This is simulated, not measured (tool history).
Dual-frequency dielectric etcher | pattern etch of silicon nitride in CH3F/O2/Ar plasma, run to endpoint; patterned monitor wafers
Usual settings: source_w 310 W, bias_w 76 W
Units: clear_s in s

| run | hour | source_w | bias_w | wafers since the last listed run | hours since the last wet clean | hours since the last source power generator calibration | hours since the last bias power generator calibration | hours since the last upper electrode change | incoming incoming film thickness, nm | clear_s |
|---|---|---|---|---|---|---|---|---|---|---|
| 1 | 0.0 | 310 | 76 | 0 | 287.0 | 3385.0 | 3828.0 | 2951.0 | 58.3 | 91.9 |
| 2 | 10.1 | 310 | 76 | 130 | 297.1 | 3395.1 | 3838.1 | 2961.1 | 58.4 | 91.8 |
| 3 | 27.8 | 310 | 76 | 228 | 314.8 | 3412.8 | 3855.8 | 2978.8 | 58.5 | 92.0 |
| 4 | 37.5 | 310 | 76 | 125 | 324.5 | 3422.5 | 3865.5 | 2988.5 | 57.8 | 91.5 |
| 5 | 49.9 | 310 | 76 | 160 | 336.9 | 3434.9 | 3877.9 | 3000.9 | 58.1 | 92.1 |
| 6 | 61.0 | 310 | 76 | 143 | 348.0 | 3446.0 | 3889.0 | 3012.0 | 58.0 | 91.7 |
| 7 | 71.1 | 310 | 76 | 130 | 358.1 | 3456.1 | 3899.1 | 3022.1 | 58.5 | 93.1 |
| 8 | 77.4 | 310 | 76 | 81 | 364.4 | 3462.4 | 3905.4 | 3028.4 | 58.1 | 91.6 |
| 9 | 86.8 | 360 | 76 | 121 | 373.8 | 3471.8 | 3914.8 | 3037.8 | 58.7 | 86.9 |
| 10 | 100.2 | 360 | 76 | 173 | 387.2 | 3485.2 | 3928.2 | 3051.2 | 58.4 | 85.7 |
| 11 | 115.5 | 360 | 76 | 197 | 402.5 | 3500.5 | 3943.5 | 3066.5 | 58.6 | 85.2 |
| 12 | 129.3 | 310 | 76 | 178 | 416.3 | 3514.3 | 3957.3 | 3080.3 | 58.8 | 92.0 |
| 13 | 141.8 | 310 | 76 | 161 | 428.8 | 3526.8 | 3969.8 | 3092.8 | 58.0 | 92.4 |
| 14 | 156.2 | 310 | 76 | 186 | 443.2 | 3541.2 | 3984.2 | 3107.2 | 58.1 | 92.7 |
| 15 | 163.5 | 240 | 64 | 94 | 450.5 | 3548.5 | 3991.5 | 3114.5 | 57.8 | 111.3 |
| 16 | 178.8 | 310 | 65 | 197 | 465.8 | 3563.8 | 4006.8 | 3129.8 | 58.5 | 96.3 |
| 17 | 194.1 | 370 | 76 | 197 | 481.1 | 3579.1 | 4022.1 | 3145.1 | 58.7 | 84.7 |
|  | 218.7 | source power generator calibrated |
|  | 226.4 | wet clean of the chamber |
| 18 | 242.6 | 310 | 76 | 476 | 16.2 | 23.9 | 4070.6 | 3193.6 | 58.7 | 93.3 |
| 19 | 250.7 | 260 | 88 | 104 | 24.3 | 32.0 | 4078.7 | 3201.7 | 58.3 | 97.0 |
| 20 | 266.8 | 340 | 76 | 208 | 40.4 | 48.1 | 4094.8 | 3217.8 | 58.1 | 87.0 |
| 21 | 281.4 | 250 | 65 | 188 | 55.0 | 62.7 | 4109.4 | 3232.4 | 57.9 | 107.6 |
|  | 336.1 | upper electrode replaced |
| 22 | 336.6 | 310 | 60 | 403 | 110.2 | 117.9 | 4164.6 | 0.5 | 58.4 | 97.9 |
| 23 | 337.0 | 260 | 68 | 5 | 110.6 | 118.3 | 4165.0 | 0.9 | 58.2 | 104.6 |
| 24 | 337.3 | 240 | 63 | 3 | 110.9 | 118.6 | 4165.3 | 1.2 | 58.7 | 113.0 |
| 25 | 342.5 | 240 | 67 | 67 | 116.1 | 123.8 | 4170.5 | 6.4 | 57.8 | 110.5 |
| 26 | 354.9 | 380 | 65 | 160 | 128.5 | 136.2 | 4182.9 | 18.8 | 58.6 | 88.0 |
| 27 | 365.1 | 240 | 76 | 131 | 138.7 | 146.4 | 4193.1 | 29.0 | 58.1 | 106.7 |
| 28 | 372.5 | 350 | 92 | 95 | 146.1 | 153.8 | 4200.5 | 36.4 | 58.6 | 83.2 |
|  | 377.5 | bias power generator calibrated |
| 29 | 387.9 | 310 | 71 | 147 | 161.5 | 169.2 | 10.4 | 51.8 | 58.4 | 93.3 |
| 30 | 399.3 | 310 | 76 | 147 | 172.9 | 180.6 | 21.8 | 63.2 | 58.4 | 92.1 |
| 31 | 428.9 | 310 | 76 | 382 | 202.5 | 210.2 | 51.4 | 92.8 | 58.4 | 92.8 |
| 32 | 439.9 | 360 | 87 | 142 | 213.5 | 221.2 | 62.4 | 103.8 | 58.1 | 81.4 |
| 33 | 451.1 | 310 | 67 | 144 | 224.7 | 232.4 | 73.6 | 115.0 | 58.4 | 96.1 |
| 34 | 475.4 | 310 | 76 | 314 | 249.0 | 256.7 | 97.9 | 139.3 | 57.7 | 90.7 |
| 35 | 483.2 | 390 | 92 | 100 | 256.8 | 264.5 | 105.7 | 147.1 | 58.3 | 77.4 |
| 36 | 497.6 | 310 | 90 | 186 | 271.2 | 278.9 | 120.1 | 161.5 | 58.1 | 87.7 |

What the log doesn't show, run by run:
etch rate over this chamber's usual, %: 0 in every run
source power that arrives over what is set, %: 0 in every run
bias power that arrives over what is set, %: 0 in every run

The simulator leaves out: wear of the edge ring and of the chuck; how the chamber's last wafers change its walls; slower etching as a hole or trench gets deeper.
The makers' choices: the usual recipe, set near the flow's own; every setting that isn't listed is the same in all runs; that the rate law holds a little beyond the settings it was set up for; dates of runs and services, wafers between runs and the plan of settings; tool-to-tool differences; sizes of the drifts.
